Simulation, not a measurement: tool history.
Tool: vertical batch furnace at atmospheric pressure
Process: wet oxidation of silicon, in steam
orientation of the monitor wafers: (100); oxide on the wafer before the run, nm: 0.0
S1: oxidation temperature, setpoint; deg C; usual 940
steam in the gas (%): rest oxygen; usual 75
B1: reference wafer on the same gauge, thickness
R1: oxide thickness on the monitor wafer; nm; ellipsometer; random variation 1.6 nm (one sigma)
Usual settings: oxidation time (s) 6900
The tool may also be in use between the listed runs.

Run 1, hour 0.0: usual settings; B1 379.49. Result: R1 318.02 nm.
Run 2, hour 40.7: usual settings; B1 378.59. Result: R1 317.37 nm.
Run 3, hour 71.6: usual settings; B1 379.08. Result: R1 317.10 nm.
Run 4, hour 125.1: usual settings; B1 377.85. Result: R1 316.09 nm.
Run 5, hour 179.0: usual settings; B1 377.46. Result: R1 317.83 nm.
Run 6, hour 246.7: usual settings; B1 377.23. Result: R1 319.01 nm.
Run 7, hour 318.6: usual settings but S1 930 deg C; B1 375.30. Result: R1 285.84 nm.
Run 8, hour 350.0: usual settings but S1 930 deg C; B1 374.88. Result: R1 286.33 nm.
Run 9, hour 409.3: usual settings; B1 374.35. Result: R1 311.51 nm.
Run 10, hour 441.5: usual settings; B1 372.91. Result: R1 313.87 nm.
At hour 503.4: gauge calibrated.
Run 11, hour 513.3: usual settings but S1 927 deg C; B1 386.78. Result: R1 286.18 nm.
Run 12, hour 564.6: usual settings but oxidation time (s) 9570; B1 385.78. Result: R1 417.28 nm.
Run 13, hour 634.2: usual settings but oxidation time (s) 9570; B1 386.54. Result: R1 413.62 nm.
At hour 664.6: thermocouples replaced and temperature profile calibrated.
Run 14, hour 665.1: usual settings but S1 922 deg C; B1 386.59. Result: R1 272.95 nm.
Run 15, hour 715.8: usual settings but S1 922 deg C; B1 386.14. Result: R1 272.68 nm.
Run 16, hour 776.5: usual settings but S1 922 deg C; B1 386.00. Result: R1 272.61 nm.
Run 17, hour 807.6: usual settings; B1 386.35. Result: R1 326.75 nm.
Run 18, hour 865.9: usual settings; B1 385.65. Result: R1 322.65 nm.
At hour 932.8: steam generator serviced.
Run 19, hour 933.3: usual settings but S1 931 deg C, oxidation time (s) 9870; B1 385.58. Result: R1 394.37 nm.
Run 20, hour 965.0: usual settings but oxidation time (s) 9360; B1 385.53. Result: R1 409.39 nm.
Run 21, hour 1005.3: usual settings but S1 928 deg C, oxidation time (s) 8220, steam in the gas (%) 65; B1 385.20. Result: R1 297.14 nm.
Run 22, hour 1051.2: usual settings; B1 385.87. Result: R1 324.46 nm.
Run 23, hour 1081.7: usual settings but steam in the gas (%) 84; B1 385.51. Result: R1 351.03 nm.

The next listed run, before its measurement:
Run 24, hour 1116.6: usual settings; B1 ?. Result: R1 ?.

B1: 384.41
R1: 322.32 nm
Without the tool's hidden state the same run would have given R1 324.24 nm.
